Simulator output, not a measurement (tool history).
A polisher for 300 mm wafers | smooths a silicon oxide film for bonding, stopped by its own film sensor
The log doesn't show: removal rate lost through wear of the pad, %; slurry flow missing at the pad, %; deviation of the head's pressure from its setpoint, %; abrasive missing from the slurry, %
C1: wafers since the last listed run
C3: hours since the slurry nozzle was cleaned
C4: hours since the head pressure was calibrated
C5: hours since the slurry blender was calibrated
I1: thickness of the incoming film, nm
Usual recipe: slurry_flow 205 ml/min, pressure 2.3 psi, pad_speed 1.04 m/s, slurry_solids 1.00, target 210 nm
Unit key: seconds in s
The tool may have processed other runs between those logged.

run 1 hour=0.0 | slurry_flow=205 pressure=2.3 pad_speed=1.04 slurry_solids=1.00 target=210 | C1=0 wafers_polished_on_this_pad=3253 C3=746.1 C4=399.7 C5=380.0 | I1=249.7 | seconds=43.4
-- hour=11.7 slurry nozzle cleaned
-- hour=19.9 head pressure recalibrated
run 2 hour=80.6 | slurry_flow=205 pressure=2.3 pad_speed=1.04 slurry_solids=1.00 target=210 | C1=1260 wafers_polished_on_this_pad=4514 C3=68.9 C4=60.7 C5=460.6 | I1=251.9 | seconds=45.5
run 3 hour=122.1 | slurry_flow=205 pressure=2.3 pad_speed=1.04 slurry_solids=1.00 target=210 | C1=674 wafers_polished_on_this_pad=5188 C3=110.4 C4=102.2 C5=502.1 | I1=247.3 | seconds=42.7
-- hour=142.1 slurry blender recalibrated
run 4 hour=166.7 | slurry_flow=160 pressure=2.3 pad_speed=1.04 slurry_solids=1.00 target=210 | C1=692 wafers_polished_on_this_pad=5880 C3=155.0 C4=146.8 C5=24.6 | I1=248.7 | seconds=45.0
run 5 hour=203.7 | slurry_flow=205 pressure=2.3 pad_speed=1.04 slurry_solids=1.00 target=210 | C1=601 wafers_polished_on_this_pad=6481 C3=192.0 C4=183.8 C5=61.6 | I1=251.7 | seconds=46.9
-- hour=255.2 worn pad replaced by a new one
run 6 hour=305.9 | slurry_flow=205 pressure=2.3 pad_speed=1.04 slurry_solids=1.00 target=210 | C1=1595 wafers_polished_on_this_pad=823 C3=294.2 C4=286.0 C5=163.8 | I1=245.4 | seconds=38.9
run 7 hour=381.3 | slurry_flow=205 pressure=2.3 pad_speed=1.04 slurry_solids=1.00 target=210 | C1=1224 wafers_polished_on_this_pad=2048 C3=369.6 C4=361.4 C5=239.2 | I1=251.8 | seconds=47.1
-- hour=485.9 head pressure recalibrated
run 8 hour=486.4 | slurry_flow=205 pressure=2.3 pad_speed=1.04 slurry_solids=1.00 target=210 | C1=1674 wafers_polished_on_this_pad=3723 C3=474.7 C4=0.5 C5=344.3 | I1=252.9 | seconds=48.5
run 9 hour=558.7 | slurry_flow=205 pressure=2.3 pad_speed=1.04 slurry_solids=1.00 target=210 | C1=1174 wafers_polished_on_this_pad=4897 C3=547.0 C4=72.8 C5=416.6 | I1=246.0 | seconds=40.1
-- hour=629.9 slurry blender recalibrated
run 10 hour=642.0 | slurry_flow=205 pressure=2.3 pad_speed=1.04 slurry_solids=1.00 target=210 | C1=1320 wafers_polished_on_this_pad=6218 C3=630.3 C4=156.1 C5=12.1 | I1=248.8 | seconds=42.5
-- hour=690.9 worn pad replaced by a new one
run 11 hour=696.3 | slurry_flow=205 pressure=2.3 pad_speed=1.04 slurry_solids=1.00 target=210 | C1=817 wafers_polished_on_this_pad=87 C3=684.6 C4=210.4 C5=66.4 | I1=249.1 | seconds=43.0
run 12 hour=747.7 | slurry_flow=205 pressure=2.3 pad_speed=1.04 slurry_solids=1.00 target=210 | C1=835 wafers_polished_on_this_pad=922 C3=736.0 C4=261.8 C5=117.8 | I1=252.9 | seconds=47.3
run 13 hour=841.7 | slurry_flow=205 pressure=2.3 pad_speed=1.04 slurry_solids=1.00 target=210 | C1=1527 wafers_polished_on_this_pad=2449 C3=830.0 C4=355.8 C5=211.8 | I1=248.6 | seconds=42.8
-- hour=910.2 slurry nozzle cleaned
-- hour=939.7 head pressure recalibrated
run 14 hour=953.6 | slurry_flow=205 pressure=2.9 pad_speed=1.04 slurry_solids=1.00 target=210 | C1=1769 wafers_polished_on_this_pad=4218 C3=43.4 C4=13.9 C5=323.7 | I1=248.3 | seconds=35.0
run 15 hour=1055.6 | slurry_flow=205 pressure=2.3 pad_speed=1.04 slurry_solids=1.00 target=210 | C1=1657 wafers_polished_on_this_pad=5875 C3=145.4 C4=115.9 C5=425.7 | I1=252.3 | seconds=45.9
-- hour=1073.0 slurry blender recalibrated
run 16 hour=1106.6 | slurry_flow=205 pressure=1.6 pad_speed=1.04 slurry_solids=1.00 target=210 | C1=796 wafers_polished_on_this_pad=6671 C3=196.4 C4=166.9 C5=33.6 | I1=252.0 | seconds=62.6
-- hour=1134.0 worn pad replaced by a new one
run 17 hour=1153.7 | slurry_flow=205 pressure=2.3 pad_speed=1.04 slurry_solids=1.00 target=210 | C1=700 wafers_polished_on_this_pad=320 C3=243.5 C4=214.0 C5=80.7 | I1=249.5 | seconds=44.0
run 18 hour=1235.6 | slurry_flow=205 pressure=2.3 pad_speed=1.04 slurry_solids=1.00 target=210 | C1=1330 wafers_polished_on_this_pad=1651 C3=325.4 C4=295.9 C5=162.6 | I1=244.6 | seconds=38.9
run 19 hour=1295.5 | slurry_flow=205 pressure=2.3 pad_speed=1.04 slurry_solids=1.00 target=210 | C1=973 wafers_polished_on_this_pad=2624 C3=385.3 C4=355.8 C5=222.5 | I1=252.1 | seconds=47.0
run 20 hour=1389.6 | slurry_flow=205 pressure=2.3 pad_speed=0.80 slurry_solids=1.00 target=202 | C1=1528 wafers_polished_on_this_pad=4152 C3=479.4 C4=449.9 C5=316.6 | I1=250.1 | seconds=66.7
-- hour=1427.5 head pressure recalibrated
run 21 hour=1491.7 | slurry_flow=205 pressure=2.0 pad_speed=0.76 slurry_solids=1.00 target=210 | C1=1626 wafers_polished_on_this_pad=5779 C3=581.5 C4=64.2 C5=418.7 | I1=249.4 | seconds=62.9
-- hour=1554.8 slurry blender recalibrated
-- hour=1571.4 worn pad replaced by a new one
run 22 hour=1592.2 | slurry_flow=205 pressure=2.3 pad_speed=1.32 slurry_solids=1.00 target=221 | C1=1535 wafers_polished_on_this_pad=337 C3=682.0 C4=164.7 C5=37.4 | I1=249.7 | seconds=26.2
-- hour=1608.0 slurry nozzle cleaned
run 23 hour=1698.2 | slurry_flow=205 pressure=2.3 pad_speed=0.70 slurry_solids=0.85 target=204 | C1=1705 wafers_polished_on_this_pad=2043 C3=90.2 C4=270.7 C5=143.4 | I1=251.8 | seconds=81.8
run 24 hour=1790.8 | slurry_flow=245 pressure=1.9 pad_speed=1.04 slurry_solids=1.15 target=210 | C1=1504 wafers_polished_on_this_pad=3547 C3=182.8 C4=363.3 C5=236.0 | I1=248.0 | seconds=43.4
-- hour=1867.2 head pressure recalibrated
run 25 hour=1875.7 | slurry_flow=205 pressure=2.3 pad_speed=1.04 slurry_solids=1.00 target=210 | C1=1346 wafers_polished_on_this_pad=4894 C3=267.7 C4=8.5 C5=320.9 | I1=250.4 | seconds=45.3
-- hour=1951.7 worn pad replaced by a new one
run 26 hour=1957.5 | slurry_flow=205 pressure=1.8 pad_speed=1.04 slurry_solids=1.00 target=210 | C1=1263 wafers_polished_on_this_pad=93 C3=349.5 C4=90.3 C5=402.7 | I1=247.1 | seconds=50.3
run 27 hour=2019.7 | slurry_flow=205 pressure=2.3 pad_speed=1.04 slurry_solids=1.00 target=220 | C1=1010 wafers_polished_on_this_pad=1104 C3=411.7 C4=152.5 C5=464.9 | I1=251.4 | seconds=35.1
-- hour=2062.5 slurry blender recalibrated
run 28 hour=2063.0 | slurry_flow=205 pressure=2.3 pad_speed=1.04 slurry_solids=1.00 target=210 | C1=670 wafers_polished_on_this_pad=1774 C3=455.0 C4=195.8 C5=0.5 | I1=245.9 | seconds=39.8

Hidden state at the last listed run before each entry between runs and at the first one after, where it differs:
After run 1, before run 2: slurry nozzle cleaned (hour 11.7); head pressure recalibrated (hour 19.9)
  both runs share identical hidden conditions
After run 3, before run 4: slurry blender recalibrated (hour 142.1)
  both runs share identical hidden conditions
After run 5, before run 6: worn pad replaced by a new one (hour 255.2)
  both runs share identical hidden conditions
After run 7, before run 8: head pressure recalibrated (hour 485.9)
  both runs share identical hidden conditions
After run 9, before run 10: slurry blender recalibrated (hour 629.9)
  both runs share identical hidden conditions
After run 10, before run 11: worn pad replaced by a new one (hour 690.9)
  both runs share identical hidden conditions
After run 13, before run 14: slurry nozzle cleaned (hour 910.2); head pressure recalibrated (hour 939.7)
  both runs share identical hidden conditions
After run 15, before run 16: slurry blender recalibrated (hour 1073.0)
  both runs share identical hidden conditions
After run 16, before run 17: worn pad replaced by a new one (hour 1134.0)
  both runs share identical hidden conditions
After run 20, before run 21: head pressure recalibrated (hour 1427.5)
  both runs share identical hidden conditions
After run 21, before run 22: slurry blender recalibrated (hour 1554.8); worn pad replaced by a new one (hour 1571.4)
  both runs share identical hidden conditions
After run 22, before run 23: slurry nozzle cleaned (hour 1608.0)
  both runs share identical hidden conditions
After run 24, before run 25: head pressure recalibrated (hour 1867.2)
  both runs share identical hidden conditions
After run 25, before run 26: worn pad replaced by a new one (hour 1951.7)
  both runs share identical hidden conditions
After run 27, before run 28: slurry blender recalibrated (hour 2062.5)
  both runs share identical hidden conditions
